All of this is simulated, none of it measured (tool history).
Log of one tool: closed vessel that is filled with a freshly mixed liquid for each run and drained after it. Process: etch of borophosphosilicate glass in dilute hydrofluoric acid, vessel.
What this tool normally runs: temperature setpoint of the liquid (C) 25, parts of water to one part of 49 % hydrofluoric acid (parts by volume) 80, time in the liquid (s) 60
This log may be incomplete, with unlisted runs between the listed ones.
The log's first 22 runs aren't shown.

run,hour,temperature setpoint of the liquid (C),parts of water to one part of 49 % hydrofluoric acid (parts by volume),time in the liquid (s),"read-back film thickness of the borophosphosilicate glass reference wafer, read on the same gauge (nm)",thickness taken off the borophosphosilicate glass on a monitor wafer (Å)
23,2063.9,25,70,60,90,538.5
24,2160.9,21,100,30,90.01,154.6
25,2244.3,22.5,80,60,89.99,421.3
26,2307.5,25,80,75,90.01,580.5
27,2348.9,29,105,40,89.97,269.6
28,2397.2,29.5,100,45,90,326
29,2462.4,25,80,35,89.99,272.7
30,2532.8,27,60,85,90.02,982.6

Here are 5 independent what-if runs from the current tool condition. What would each one return?
A,2533.5,25,80,60,?,?
B,2533.5,23.5,50,80,?,?
C,2533.5,29,50,40,?,?
D,2533.5,28,70,70,?,?
E,2533.5,21.5,80,60,?,?

run,"read-back film thickness of the borophosphosilicate glass reference wafer, read on the same gauge (nm)",thickness taken off the borophosphosilicate glass on a monitor wafer (Å)
A,90.03,470.5
B,90.03,981
C,90.03,613.2
D,90.03,716.2
E,90.03,408.1
With no hidden state in the tool, these same runs would have given:
run,thickness taken off the borophosphosilicate glass on a monitor wafer (Å)
A,472.6
B,986.6
C,616.1
D,719.2
E,410.2
